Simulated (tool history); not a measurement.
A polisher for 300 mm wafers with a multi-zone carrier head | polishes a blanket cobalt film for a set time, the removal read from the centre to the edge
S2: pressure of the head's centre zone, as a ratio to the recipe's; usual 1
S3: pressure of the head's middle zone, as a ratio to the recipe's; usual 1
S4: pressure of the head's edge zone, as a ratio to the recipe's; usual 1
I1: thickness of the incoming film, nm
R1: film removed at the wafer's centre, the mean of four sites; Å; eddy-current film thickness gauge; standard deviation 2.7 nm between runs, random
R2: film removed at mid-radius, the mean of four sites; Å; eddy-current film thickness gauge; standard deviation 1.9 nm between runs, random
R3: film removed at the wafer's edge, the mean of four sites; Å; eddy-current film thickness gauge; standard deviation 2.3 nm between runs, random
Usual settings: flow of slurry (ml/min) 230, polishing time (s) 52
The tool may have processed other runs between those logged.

Run 1, hour 0: usual settings but S4 1.09; I1 762. Result: R1 2067 Å, R2 2080 Å, R3 2168 Å.
Run 2, hour 15.1: usual settings but S3 0.9; I1 752.1. Result: R1 2063 Å, R2 1928 Å, R3 2120 Å.
Run 3, hour 26.8: usual settings but polishing time (s) 46; I1 750.5. Result: R1 1780 Å, R2 1834 Å, R3 1798 Å.
At hour 41.6: worn pad replaced by a new one.
Run 4, hour 42.1: usual settings but S2 1.07, S3 0.93, polishing time (s) 35; I1 757. Result: R1 1544 Å, R2 1365 Å, R3 1508 Å.
Run 5, hour 53.6: usual settings but flow of slurry (ml/min) 290, S2 0.94, S4 1.11; I1 742.3. Result: R1 1999 Å, R2 2211 Å, R3 2343 Å.
Run 6, hour 60.9: usual settings but flow of slurry (ml/min) 175, S4 1.08, polishing time (s) 45; I1 757.8. Result: R1 1703 Å, R2 1742 Å, R3 1885 Å.
Run 7, hour 72.3: usual settings; I1 746.4. Result: R1 1999 Å, R2 2117 Å, R3 2114 Å.
Run 8, hour 83.4: usual settings but flow of slurry (ml/min) 195, S2 0.95, S3 0.91, S4 0.96; I1 745.6. Result: R1 1875 Å, R2 1851 Å, R3 2006 Å.
Run 9, hour 93.6: usual settings; I1 754.6. Result: R1 2017 Å, R2 2077 Å, R3 2063 Å.
Run 10, hour 104.6: usual settings but flow of slurry (ml/min) 300, S2 0.95, S3 1.03; I1 759.7. Result: R1 2041 Å, R2 2182 Å, R3 2128 Å.
At hour 122.7: edge zone pressure recalibrated.
At hour 134: carrier head's membrane replaced by a new one.
Run 11, hour 143.7: usual settings but S3 1.09, polishing time (s) 44; I1 756. Result: R1 1652 Å, R2 1823 Å, R3 1719 Å.
Run 12, hour 155.3: usual settings but flow of slurry (ml/min) 290, S2 0.93, S3 1.1; I1 749.5. Result: R1 1868 Å, R2 2264 Å, R3 2093 Å.
At hour 169.9: slurry nozzle cleaned.
At hour 179.2: worn pad replaced by a new one.
Run 13, hour 204.4: usual settings; I1 752.1. Result: R1 2161 Å, R2 2175 Å, R3 2229 Å.
Run 14, hour 210.6: usual settings but S2 0.92, S3 1.09, S4 1.04; I1 746. Result: R1 2009 Å, R2 2390 Å, R3 2222 Å.
Run 15, hour 221.4: usual settings; I1 757.1. Result: R1 2084 Å, R2 2179 Å, R3 2157 Å.
Run 16, hour 230: usual settings but flow of slurry (ml/min) 185, polishing time (s) 60; I1 746.7. Result: R1 2322 Å, R2 2411 Å, R3 2410 Å.
Run 17, hour 240.1: usual settings; I1 749.5. Result: R1 2115 Å, R2 2149 Å, R3 2143 Å.
Run 18, hour 254.4: usual settings but S4 0.92; I1 750.8. Result: R1 2121 Å, R2 2118 Å, R3 2049 Å.
Run 19, hour 268.6: usual settings but S3 0.9; I1 745.4. Result: R1 2030 Å, R2 1954 Å, R3 2133 Å.
Run 20, hour 284.7: usual settings but S3 0.9; I1 757.6. Result: R1 2034 Å, R2 1943 Å, R3 2103 Å.
At hour 302.7: worn pad replaced by a new one.
Run 21, hour 303.2: usual settings but flow of slurry (ml/min) 180, S4 1.04; I1 745.8. Result: R1 2066 Å, R2 2145 Å, R3 2178 Å.
Run 22, hour 313.6: usual settings but flow of slurry (ml/min) 310, S2 0.93, S3 1.08, S4 0.95; I1 750.9. Result: R1 2092 Å, R2 2422 Å, R3 2179 Å.

What would each run have given without the hidden state, its run-to-run variation left as it was?
Unlogged tool condition in this case: removal rate lost through wear of the pad, %; slurry flow missing at the pad, %; deviation of the centre zone's pressure from its setpoint, %; deviation of the edge zone's pressure from its setpoint, %.
run    R1    R2    R3
  1  2262  2272  2358
  2  2271  2116  2315
  3  1966  2020  1969
  4  1609  1418  1557
  5  2110  2328  2454
  6  1850  1882  2015
  7  2177  2297  2275
  8  2081  2044  2191
  9  2241  2298  2262
 10  2262  2410  2334
 11  1896  2079  1935
 12  2128  2566  2347
 13  2247  2260  2314
 14  2101  2497  2319
 15  2197  2296  2269
 16  2466  2557  2552
 17  2253  2288  2278
 18  2272  2267  2190
 19  2185  2101  2289
 20  2197  2096  2265
 21  2127  2205  2233
 22  2177  2519  2262
